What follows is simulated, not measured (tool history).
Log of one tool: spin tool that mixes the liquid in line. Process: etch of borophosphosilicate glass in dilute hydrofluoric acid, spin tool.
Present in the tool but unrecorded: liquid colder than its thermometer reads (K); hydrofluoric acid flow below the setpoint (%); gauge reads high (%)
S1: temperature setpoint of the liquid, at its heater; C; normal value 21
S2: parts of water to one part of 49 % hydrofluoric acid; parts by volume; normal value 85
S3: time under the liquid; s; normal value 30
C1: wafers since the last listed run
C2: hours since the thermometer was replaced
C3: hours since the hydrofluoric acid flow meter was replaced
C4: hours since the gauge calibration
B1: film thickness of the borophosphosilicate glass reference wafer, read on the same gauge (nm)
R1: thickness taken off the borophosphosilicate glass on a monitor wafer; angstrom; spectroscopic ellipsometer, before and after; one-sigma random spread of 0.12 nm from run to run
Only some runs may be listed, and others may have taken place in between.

Run 1, hour 0: usual settings but S1 20 C; C1 0; C2 972.8; C3 776.2; C4 356; B1 109.99. Result: R1 157 angstrom.
Run 2, hour 45.9: usual settings; C1 413; C2 1018.7; C3 822.1; C4 401.9; B1 109.99. Result: R1 167.1 angstrom.
Run 3, hour 99.2: usual settings; C1 480; C2 1072; C3 875.4; C4 455.2; B1 109.98. Result: R1 165.4 angstrom.
Run 4, hour 160.1: usual settings; C1 548; C2 1132.9; C3 936.3; C4 516.1; B1 110. Result: R1 166.9 angstrom.
Run 5, hour 188.4: usual settings; C1 254; C2 1161.2; C3 964.6; C4 544.4; B1 109.97. Result: R1 163.9 angstrom.
Run 6, hour 237.7: usual settings; C1 443; C2 1210.5; C3 1013.9; C4 593.7; B1 110. Result: R1 164.9 angstrom.
Run 7, hour 294.3: usual settings; C1 509; C2 1267.1; C3 1070.5; C4 650.3; B1 110.04. Result: R1 164 angstrom.
Run 8, hour 336.5: usual settings; C1 380; C2 1309.3; C3 1112.7; C4 692.5; B1 110. Result: R1 166.5 angstrom.
Run 9, hour 390.9: usual settings; C1 489; C2 1363.7; C3 1167.1; C4 746.9; B1 110.01. Result: R1 165.7 angstrom.
Run 10, hour 447: usual settings; C1 505; C2 1419.8; C3 1223.2; C4 803; B1 110.01. Result: R1 166.6 angstrom.
Run 11, hour 506.9: usual settings; C1 539; C2 1479.7; C3 1283.1; C4 862.9; B1 109.97. Result: R1 163.4 angstrom.
Run 12, hour 560.3: usual settings; C1 480; C2 1533.1; C3 1336.5; C4 916.3; B1 109.97. Result: R1 164.7 angstrom.
Run 13, hour 612.3: usual settings but S3 20 s; C1 468; C2 1585.1; C3 1388.5; C4 968.3; B1 109.98. Result: R1 110.8 angstrom.
Run 14, hour 670: usual settings but S1 23 C, S2 65 parts by volume; C1 519; C2 1642.8; C3 1446.2; C4 1026; B1 109.98. Result: R1 239.2 angstrom.
Run 15, hour 709.4: usual settings; C1 354; C2 1682.2; C3 1485.6; C4 1065.4; B1 109.99. Result: R1 165 angstrom.
At hour 712.8: hydrofluoric acid flow meter replaced.
Run 16, hour 735.4: usual settings but S1 19.5 C, S2 100 parts by volume; C1 225; C2 1708.2; C3 22.6; C4 1091.4; B1 110. Result: R1 130.3 angstrom.
Run 17, hour 766.9: usual settings but S1 24.5 C, S3 35 s; C1 283; C2 1739.7; C3 54.1; C4 1122.9; B1 110.02. Result: R1 220.8 angstrom.
Run 18, hour 797.4: usual settings; C1 274; C2 1770.2; C3 84.6; C4 1153.4; B1 109.98. Result: R1 164.8 angstrom.
At hour 844.5: gauge calibrated.
Run 19, hour 854.5: usual settings but S1 17 C, S2 50 parts by volume; C1 514; C2 1827.3; C3 141.7; C4 10; B1 109.97. Result: R1 242.1 angstrom.
Run 20, hour 906.4: usual settings but S1 17.5 C, S2 70 parts by volume, S3 40 s; C1 467; C2 1879.2; C3 193.6; C4 61.9; B1 110. Result: R1 237.4 angstrom.
Run 21, hour 956.7: usual settings; C1 452; C2 1929.5; C3 243.9; C4 112.2; B1 110.01. Result: R1 162.4 angstrom.
Run 22, hour 991.1: usual settings but S3 15 s; C1 309; C2 1963.9; C3 278.3; C4 146.6; B1 110. Result: R1 81.3 angstrom.
Run 23, hour 1016.2: usual settings; C1 226; C2 1989; C3 303.4; C4 171.7; B1 110.03. Result: R1 163.4 angstrom.
At hour 1042: thermometer replaced.
Run 24, hour 1051.3: usual settings but S1 19 C; C1 307; C2 9.3; C3 338.5; C4 206.8; B1 110.03. Result: R1 151.3 angstrom.
Run 25, hour 1093.7: usual settings but S1 17 C, S2 50 parts by volume; C1 381; C2 51.7; C3 380.9; C4 249.2; B1 110.01. Result: R1 248.8 angstrom.
Run 26, hour 1145.3: usual settings but S2 115 parts by volume; C1 464; C2 103.3; C3 432.5; C4 300.8; B1 110.03. Result: R1 118.9 angstrom.
Run 27, hour 1307.2: usual settings but S2 110 parts by volume; C1 1458; C2 265.2; C3 594.4; C4 462.7; B1 109.96. Result: R1 123.2 angstrom.

Alternative continuations, all from the tool just after run 27; predict every row:
Run A, hour 1307.6: usual settings but S2 100 parts by volume; C1 3; C2 265.6; C3 594.8; C4 463.1; B1 ?. Result: R1 ?.
Run B, hour 1307.6: usual settings but S1 19.5 C, S3 20 s; C1 3; C2 265.6; C3 594.8; C4 463.1; B1 ?. Result: R1 ?.
Run C, hour 1307.6: usual settings but S2 65 parts by volume; C1 3; C2 265.6; C3 594.8; C4 463.1; B1 ?. Result: R1 ?.
Run D, hour 1307.6: usual settings but S2 120 parts by volume, S3 40 s; C1 3; C2 265.6; C3 594.8; C4 463.1; B1 ?. Result: R1 ?.
Run E, hour 1307.6: usual settings but S1 23 C; C1 3; C2 265.6; C3 594.8; C4 463.1; B1 ?. Result: R1 ?.

run      B1     R1
  A  109.98  137.7
  B  109.98  103.3
  C  109.98  220.8
  D  109.98  149.6
  E  109.98  178.8
Stripped of hidden state, with their random variation kept, the same runs would have yielded:
run     R1
  A  137.7
  B  103.3
  C  220.8
  D  149.6
  E  178.8

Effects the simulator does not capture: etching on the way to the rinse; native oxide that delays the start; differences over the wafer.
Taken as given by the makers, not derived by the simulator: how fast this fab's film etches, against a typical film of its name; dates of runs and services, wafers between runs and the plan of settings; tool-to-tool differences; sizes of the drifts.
